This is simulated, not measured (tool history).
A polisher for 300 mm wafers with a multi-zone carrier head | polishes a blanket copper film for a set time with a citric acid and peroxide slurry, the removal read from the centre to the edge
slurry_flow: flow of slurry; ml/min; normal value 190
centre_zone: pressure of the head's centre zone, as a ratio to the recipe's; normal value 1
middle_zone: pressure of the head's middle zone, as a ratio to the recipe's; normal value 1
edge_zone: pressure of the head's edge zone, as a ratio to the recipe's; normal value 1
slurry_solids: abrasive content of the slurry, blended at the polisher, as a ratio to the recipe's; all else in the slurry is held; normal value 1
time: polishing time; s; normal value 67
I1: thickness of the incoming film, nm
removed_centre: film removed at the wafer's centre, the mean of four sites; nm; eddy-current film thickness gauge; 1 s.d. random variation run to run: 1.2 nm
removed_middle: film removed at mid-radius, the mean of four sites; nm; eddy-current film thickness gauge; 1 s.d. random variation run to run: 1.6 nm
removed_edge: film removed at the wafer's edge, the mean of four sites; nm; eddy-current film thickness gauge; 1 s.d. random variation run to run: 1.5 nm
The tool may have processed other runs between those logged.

Run 1, hour 0: usual settings but slurry_solids 1.15; I1 1082.6. Result: removed_centre 107.7 nm, removed_middle 112.6 nm, removed_edge 112.5 nm.
Run 2, hour 19.7: usual settings but slurry_solids 1.15; I1 1076.5. Result: removed_centre 108.3 nm, removed_middle 107.2 nm, removed_edge 111.9 nm.
At hour 23.5: slurry nozzle cleaned.
Run 3, hour 44.2: usual settings; I1 1083.6. Result: removed_centre 108.2 nm, removed_middle 109.1 nm, removed_edge 104.9 nm.
Run 4, hour 59.2: usual settings but slurry_flow 245 ml/min, middle_zone 1.03, edge_zone 1.03, slurry_solids 0.7; I1 1065. Result: removed_centre 101.2 nm, removed_middle 103.3 nm, removed_edge 103.3 nm.
At hour 74.7: centre zone pressure recalibrated.
At hour 89.5: worn pad replaced by a new one.
At hour 93.6: edge zone pressure recalibrated.
Run 5, hour 94: usual settings; I1 1068.2. Result: removed_centre 104.8 nm, removed_middle 106 nm, removed_edge 107.4 nm.
Run 6, hour 121.1: usual settings but centre_zone 0.93, middle_zone 0.88; I1 1066.1. Result: removed_centre 100.7 nm, removed_middle 97.9 nm, removed_edge 105.8 nm.
Run 7, hour 149.3: usual settings; I1 1069.4. Result: removed_centre 103.7 nm, removed_middle 109.3 nm, removed_edge 106.2 nm.
Run 8, hour 164.4: usual settings but slurry_solids 0.85; I1 1082.7. Result: removed_centre 101.1 nm, removed_middle 102.5 nm, removed_edge 101.3 nm.
Run 9, hour 177: usual settings but centre_zone 1.04, edge_zone 0.91, slurry_solids 0.8; I1 1066.8. Result: removed_centre 103.8 nm, removed_middle 102.2 nm, removed_edge 100.1 nm.
Run 10, hour 191.5: usual settings but centre_zone 1.06, slurry_solids 1.2; I1 1083.8. Result: removed_centre 115.2 nm, removed_middle 110.4 nm, removed_edge 113.8 nm.
Run 11, hour 209: usual settings but time 49 s; I1 1083.1. Result: removed_centre 77.8 nm, removed_middle 78.5 nm, removed_edge 76.2 nm.
Run 12, hour 225.9: usual settings but slurry_solids 1.1; I1 1061.7. Result: removed_centre 106.8 nm, removed_middle 111 nm, removed_edge 108.8 nm.
Run 13, hour 251.3: usual settings but edge_zone 0.95, time 51 s; I1 1078.7. Result: removed_centre 81.2 nm, removed_middle 80.7 nm, removed_edge 79.7 nm.
At hour 257.8: carrier head's membrane replaced by a new one.
Run 14, hour 270: usual settings but middle_zone 1.09, edge_zone 0.94, slurry_solids 0.9, time 47 s; I1 1085.9. Result: removed_centre 73.4 nm, removed_middle 79.2 nm, removed_edge 71 nm.
At hour 286.6: worn pad replaced by a new one.
Run 15, hour 290.1: usual settings; I1 1073.2. Result: removed_centre 108.7 nm, removed_middle 106.5 nm, removed_edge 106.6 nm.
Run 16, hour 322.4: usual settings but centre_zone 0.91, edge_zone 0.95, slurry_solids 1.25, time 75 s; I1 1083.5. Result: removed_centre 112.5 nm, removed_middle 125.6 nm, removed_edge 124.5 nm.
Run 17, hour 394.8: usual settings but edge_zone 0.92, slurry_solids 0.9; I1 1075. Result: removed_centre 106.3 nm, removed_middle 106.5 nm, removed_edge 101.6 nm.
Run 18, hour 414.1: usual settings but slurry_flow 155 ml/min, middle_zone 0.9, edge_zone 0.95, time 80 s; I1 1080.4. Result: removed_centre 125 nm, removed_middle 115.5 nm, removed_edge 127.9 nm.
Run 19, hour 441: usual settings but slurry_flow 250 ml/min; I1 1057.2. Result: removed_centre 106.9 nm, removed_middle 110.5 nm, removed_edge 108.5 nm.
At hour 445.5: slurry nozzle cleaned.
At hour 457.8: centre zone pressure recalibrated.
Run 20, hour 460.9: usual settings but slurry_flow 165 ml/min, centre_zone 1.1, middle_zone 0.92; I1 1063.1. Result: removed_centre 111.1 nm, removed_middle 98.4 nm, removed_edge 105.9 nm.
At hour 467: worn pad replaced by a new one.
Run 21, hour 489.8: usual settings but time 74 s; I1 1081.9. Result: removed_centre 118.2 nm, removed_middle 118.5 nm, removed_edge 117.5 nm.

4 options for the next run, each taken on its own from the tool as it stands now. Forecast them:
Run A, hour 490.2: usual settings; I1 1078.3. Result: removed_centre ?, removed_middle ?, removed_edge ?.
Run B, hour 490.2: usual settings but middle_zone 1.09; I1 1078.3. Result: removed_centre ?, removed_middle ?, removed_edge ?.
Run C, hour 490.2: usual settings but slurry_flow 125 ml/min, centre_zone 0.96, middle_zone 1.1, slurry_solids 1.15; I1 1078.3. Result: removed_centre ?, removed_middle ?, removed_edge ?.
Run D, hour 490.2: usual settings but slurry_flow 125 ml/min, slurry_solids 0.8; I1 1078.3. Result: removed_centre ?, removed_middle ?, removed_edge ?.

run  removed_centre  removed_middle  removed_edge
  A           106.2           107.1         108.7
  B           106.3           113.2         108.6
  C           100.9           112.8         108.6
  D            97.2            98.5           101
Had the tool no hidden state, the same runs would have come out as:
run  removed_centre  removed_middle  removed_edge
  A           106.2           107.1         108.7
  B           106.3           113.2         108.6
  C           100.9           112.8         108.6
  D            97.2            98.5           101
